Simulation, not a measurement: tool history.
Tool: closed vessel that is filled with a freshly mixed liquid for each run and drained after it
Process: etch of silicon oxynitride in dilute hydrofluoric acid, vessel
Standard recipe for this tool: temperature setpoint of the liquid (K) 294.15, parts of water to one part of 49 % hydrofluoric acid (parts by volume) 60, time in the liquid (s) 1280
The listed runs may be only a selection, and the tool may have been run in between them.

| run | hour | temperature setpoint of the liquid (K) | parts of water to one part of 49 % hydrofluoric acid (parts by volume) | time in the liquid (s) | read-back film thickness of the silicon oxynitride reference wafer, read on the same gauge (nm) | thickness taken off the silicon oxynitride on a monitor wafer (nm) |
|---|---|---|---|---|---|---|
| 1 | 0.0 | 294.15 | 60 | 805 | 59.99 | 17.78 |
| 2 | 81.0 | 294.15 | 60 | 805 | 60.01 | 17.76 |
| 3 | 148.3 | 294.15 | 60 | 805 | 60.01 | 17.59 |
| 4 | 400.8 | 294.15 | 60 | 1280 | 60.01 | 29.31 |
| 5 | 504.6 | 294.15 | 60 | 1280 | 60.02 | 28.99 |
| 6 | 541.5 | 294.15 | 60 | 1280 | 59.98 | 29.14 |
| 7 | 620.0 | 294.15 | 65 | 1735 | 60.00 | 36.13 |
| 8 | 682.7 | 294.15 | 65 | 1735 | 60.01 | 36.40 |
| 9 | 781.3 | 294.15 | 65 | 1735 | 60.00 | 36.71 |
| 10 | 828.1 | 294.15 | 60 | 1280 | 59.98 | 29.54 |
| 11 | 869.6 | 294.15 | 60 | 1280 | 60.00 | 29.29 |
| 12 | 973.7 | 294.15 | 60 | 680 | 60.00 | 15.91 |
| 13 | 1079.5 | 295.65 | 60 | 975 | 60.00 | 24.25 |
| 14 | 1208.3 | 294.15 | 60 | 680 | 60.02 | 15.91 |
| 15 | 1286.4 | 294.15 | 60 | 1280 | 59.99 | 30.31 |
| 16 | 1367.2 | 294.15 | 35 | 1280 | 60.00 | 53.27 |
| 17 | 1428.6 | 294.15 | 85 | 1815 | 60.00 | 29.51 |
|  | 1451.8 | gauge calibrated |
|  | 1462.9 | thermometer replaced |
| 18 | 1477.8 | 298.15 | 60 | 1280 | 59.99 | 33.21 |
| 19 | 1530.2 | 294.15 | 60 | 1280 | 60.00 | 26.59 |
| 20 | 1567.6 | 294.15 | 60 | 1280 | 60.01 | 27.07 |
| 21 | 1625.1 | 294.15 | 60 | 580 | 60.00 | 12.39 |
| 22 | 1710.6 | 294.15 | 60 | 1000 | 59.99 | 21.39 |
| 23 | 1806.5 | 297.65 | 60 | 1280 | 60.00 | 32.79 |
|  | 1891.2 | hydrofluoric acid flow meter replaced |
| 24 | 1911.4 | 298.15 | 50 | 630 | 60.01 | 19.93 |
| 25 | 2016.8 | 294.15 | 60 | 1280 | 60.00 | 28.32 |

Run 26 comes next. What will it give?
| 26 | 2083.3 | 294.15 | 85 | 1280 | ? | ? |

Run 26 came out at read-back film thickness of the silicon oxynitride reference wafer, read on the same gauge (nm) 59.99, thickness taken off the silicon oxynitride on a monitor wafer (nm) 19.35.
Take away the tool's hidden state, keep the run-to-run variation as it was, and the same run would have given thickness taken off the silicon oxynitride on a monitor wafer (nm) 18.67.
